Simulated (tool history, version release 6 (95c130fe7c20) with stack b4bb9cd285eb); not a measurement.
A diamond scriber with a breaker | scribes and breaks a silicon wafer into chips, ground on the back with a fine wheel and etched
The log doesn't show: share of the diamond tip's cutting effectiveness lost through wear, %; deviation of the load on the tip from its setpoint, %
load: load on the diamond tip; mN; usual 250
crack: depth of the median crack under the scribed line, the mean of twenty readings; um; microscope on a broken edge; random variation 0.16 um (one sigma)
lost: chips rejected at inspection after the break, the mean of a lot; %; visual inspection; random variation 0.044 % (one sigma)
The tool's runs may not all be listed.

run     day  load  wafers since the last listed run  hours since the diamond tip was replaced  hours since the load on the tip was calibrated  incoming depth of the damage left on the back of the incoming wafer, um  crack  lost
  1       0   300                                 0                                     954.4                                          1094.5                                                                     0.53  13.55  3.11
  2   0.596   300                                37                                     968.7                                          1108.8                                                                      0.4   13.6   2.6
  3   1.175   207                                36                                     982.6                                          1122.7                                                                     0.66    9.6  3.13
  4   1.521   207                                21                                     990.9                                            1131                                                                     0.39    9.8  3.38
  5   2.088   207                                35                                    1004.5                                          1144.6                                                                      0.6   9.59  3.83
  6   2.425   250                                21                                    1012.6                                          1152.7                                                                     0.79  11.36  0.56
  7   3.162   250                                46                                    1030.3                                          1170.4                                                                     0.62  11.48   0.6
  8   3.717   250                                34                                    1043.6                                          1183.7                                                                     0.34   11.3  0.61
  9   4.096   284                                23                                    1052.7                                          1192.8                                                                      0.5  12.82  1.58
 10   4.829   281                                46                                    1070.3                                          1210.4                                                                     0.63  12.57  1.57
 11   5.421   281                                37                                    1084.5                                          1224.6                                                                     0.52  12.68  1.48
 12   5.846   192                                26                                    1094.7                                          1234.8                                                                     0.67   9.25   6.1
 13   6.142   228                                18                                    1101.8                                          1241.9                                                                     0.75  10.76  1.21
 14   6.496   300                                22                                    1110.3                                          1250.4                                                                     0.77  13.35   2.6
 15   7.233   305                                46                                      1128                                          1268.1                                                                     0.72   13.5  3.39
 16   7.788   250                                34                                    1141.3                                          1281.4                                                                     0.75  11.61  0.52
      8.083  -- load on the tip recalibrated
 17   8.471   214                                37                                    1157.7                                             9.3                                                                     0.74   9.87  2.14
 18   9.158   250                                43                                    1174.2                                            25.8                                                                     0.74  11.62   0.5
 19    9.65   299                                30                                      1186                                            37.6                                                                     0.47  13.45  2.64
     10.142  -- diamond tip replaced by a new one
 20    10.2   250                                29                                       1.4                                            50.8                                                                     0.52  11.65  0.55
 21  10.625   178                                26                                      11.6                                              61                                                                     0.41   8.35  9.16

The next listed run, before its measurement:
 22  11.221   195                                37                                      25.9                                            75.3                                                                      0.6      ?     ?

Run 22 gave crack 9.17 um, lost 5.27 %.
Without the tool's hidden state the same run would have given crack 9.17 um, lost 5.27 %.

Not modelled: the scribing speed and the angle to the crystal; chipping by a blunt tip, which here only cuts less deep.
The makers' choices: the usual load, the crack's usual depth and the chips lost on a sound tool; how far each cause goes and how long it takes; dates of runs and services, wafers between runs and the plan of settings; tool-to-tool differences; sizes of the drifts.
